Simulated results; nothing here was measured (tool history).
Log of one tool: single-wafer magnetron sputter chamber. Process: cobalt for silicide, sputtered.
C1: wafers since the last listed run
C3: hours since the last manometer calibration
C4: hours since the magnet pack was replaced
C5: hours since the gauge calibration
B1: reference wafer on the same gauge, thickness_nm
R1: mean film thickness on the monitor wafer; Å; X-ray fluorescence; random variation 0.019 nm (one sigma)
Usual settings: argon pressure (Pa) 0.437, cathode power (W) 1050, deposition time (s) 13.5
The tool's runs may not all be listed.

{"run": 1, "hour": 0.0, "argon pressure (Pa)": 0.437, "cathode power (W)": 1050, "deposition time (s)": 13.5, "C1": 0, "wafers on the sputter target": 4260, "C3": 1163.1, "C4": 11381.8, "C5": 254.1, "B1": 6.551, "R1": 68.1}
{"run": 2, "hour": 22.6, "argon pressure (Pa)": 0.437, "cathode power (W)": 1050, "deposition time (s)": 13.5, "C1": 529, "wafers on the sputter target": 4789, "C3": 1185.7, "C4": 11404.4, "C5": 276.7, "B1": 6.549, "R1": 67.95}
{"run": 3, "hour": 43.7, "argon pressure (Pa)": 0.437, "cathode power (W)": 1050, "deposition time (s)": 13.5, "C1": 493, "wafers on the sputter target": 5283, "C3": 1206.8, "C4": 11425.5, "C5": 297.8, "B1": 6.547, "R1": 68.04}
{"run": 4, "hour": 76.0, "argon pressure (Pa)": 0.437, "cathode power (W)": 1050, "deposition time (s)": 13.5, "C1": 756, "wafers on the sputter target": 6039, "C3": 1239.1, "C4": 11457.8, "C5": 330.1, "B1": 6.537, "R1": 68.08}
{"run": 5, "hour": 98.6, "argon pressure (Pa)": 0.437, "cathode power (W)": 1050, "deposition time (s)": 13.5, "C1": 529, "wafers on the sputter target": 6568, "C3": 1261.7, "C4": 11480.4, "C5": 352.7, "B1": 6.554, "R1": 67.5}
{"run": 6, "hour": 116.5, "argon pressure (Pa)": 0.314, "cathode power (W)": 1050, "deposition time (s)": 11.7, "C1": 419, "wafers on the sputter target": 6987, "C3": 1279.6, "C4": 11498.3, "C5": 370.6, "B1": 6.543, "R1": 62.91}
{"run": 7, "hour": 133.2, "argon pressure (Pa)": 0.314, "cathode power (W)": 1050, "deposition time (s)": 11.7, "C1": 390, "wafers on the sputter target": 7378, "C3": 1296.3, "C4": 11515, "C5": 387.3, "B1": 6.541, "R1": 62.71}
{"hour": 165.1, "done": "sputter target and shields replaced"}
{"hour": 181.8, "done": "gauge calibrated"}
{"hour": 211.2, "done": "capacitance manometer re-zeroed and calibrated"}
{"run": 8, "hour": 218.0, "argon pressure (Pa)": 0.437, "cathode power (W)": 1050, "deposition time (s)": 15.2, "C1": 1610, "wafers on the sputter target": 1050, "C3": 6.8, "C4": 11599.8, "C5": 36.2, "B1": 6.595, "R1": 76.96}
{"run": 9, "hour": 251.5, "argon pressure (Pa)": 0.437, "cathode power (W)": 1050, "deposition time (s)": 15.2, "C1": 784, "wafers on the sputter target": 1834, "C3": 40.3, "C4": 11633.3, "C5": 69.7, "B1": 6.585, "R1": 77.24}
{"run": 10, "hour": 270.1, "argon pressure (Pa)": 0.437, "cathode power (W)": 1050, "deposition time (s)": 13.5, "C1": 435, "wafers on the sputter target": 2269, "C3": 58.9, "C4": 11651.9, "C5": 88.3, "B1": 6.585, "R1": 68.28}
{"run": 11, "hour": 294.8, "argon pressure (Pa)": 0.501, "cathode power (W)": 1200, "deposition time (s)": 14.4, "C1": 578, "wafers on the sputter target": 2848, "C3": 83.6, "C4": 11676.6, "C5": 113, "B1": 6.575, "R1": 80.7}

The next listed run, before its measurement:
{"hour": 317.6, "done": "magnet pack replaced"}
{"run": 12, "hour": 318.1, "argon pressure (Pa)": 0.351, "cathode power (W)": 1050, "deposition time (s)": 12, "C1": 358, "wafers on the sputter target": 3206, "C3": 106.9, "C4": 0.5, "C5": 136.3, "B1": "?", "R1": "?"}

{"run 12": {"B1": 6.566, "R1": 63.69}}
Without the tool's hidden state the same run would have given R1 64.2 Å.
